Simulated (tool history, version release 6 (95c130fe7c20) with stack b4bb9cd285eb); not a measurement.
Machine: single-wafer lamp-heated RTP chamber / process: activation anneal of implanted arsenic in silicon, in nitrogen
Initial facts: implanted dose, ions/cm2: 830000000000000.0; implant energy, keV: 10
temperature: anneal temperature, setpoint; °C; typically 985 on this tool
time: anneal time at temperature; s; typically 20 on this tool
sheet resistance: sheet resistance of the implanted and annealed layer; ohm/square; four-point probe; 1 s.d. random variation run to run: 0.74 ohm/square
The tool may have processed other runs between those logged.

run,day,temperature,time,wafers since the last listed run,wafers since the last pyrometer calibration,wafers since the reflector plate was cleaned,hours since the gauge calibration,"read-back reference wafer on the same gauge, sheet resistance",sheet resistance
1,0.000,985,20,0,1077,6069,838.8,151.99,162.17
# day 4.042: reflector plate cleaned
2,4.062,985,20,1088,2165,6,936.3,152.05,160.13
3,5.900,985,20,536,2702,542,980.4,152.31,161.39
4,9.917,985,24,1172,3874,1715,1076.8,151.80,157.25
5,13.875,985,24,1155,5029,2870,1171.8,152.03,157.80
# day 15.375: pyrometer window cleaned and pyrometer calibrated
6,16.925,985,24,792,451,3663,1245.0,151.77,159.26
7,19.996,999,20,896,1348,4559,1318.7,152.08,155.62
8,23.725,999,20,1088,2436,5648,1408.2,152.02,155.19
# day 27.692: reflector plate cleaned
9,28.075,985,20,1172,3609,112,1512.6,151.96,161.47
10,31.458,985,28,987,4596,1099,1593.8,151.90,154.22
# day 37.358: pyrometer window cleaned and pyrometer calibrated
# day 40.917: gauge calibrated
11,42.412,985,24,3100,1475,4199,35.9,152.06,159.68
12,44.788,1001,24,693,2169,4893,92.9,151.95,149.80
13,49.067,985,20,1249,3418,6142,195.6,151.64,162.62
# day 50.946: reflector plate cleaned
14,52.825,1013,13,999,4417,548,285.8,151.85,153.94
# day 56.096: pyrometer window cleaned and pyrometer calibrated
15,56.417,969,29,951,93,1500,372.0,151.75,165.77
16,58.179,1014,14,514,607,2014,414.3,152.08,154.52
17,61.525,985,31,976,1584,2991,494.6,151.80,155.06

Pick out some run-to-run changes in sheet resistance. Of each, how much would a tool without hidden state show as well, from the settings, what came in and chance, and how much is left for the hidden state and any gauge scatter not in both results compared?
Hidden conditions of the tool in this case: true wafer temperature minus pyrometer reading, K; wafer temperature error from the tarnished reflector plate, K; gauge reads high (%).
Run 12 -> 13: temperature 1001 -> 985, time 24 -> 20. sheet resistance +12.82 ohm/square: hidden state -0.63, all else +13.45.
Run 14 -> 15: temperature 1013 -> 969, time 13 -> 29, pyrometer window cleaned and pyrometer calibrated. sheet resistance +11.83 ohm/square: hidden state +2.74, all else +9.09.
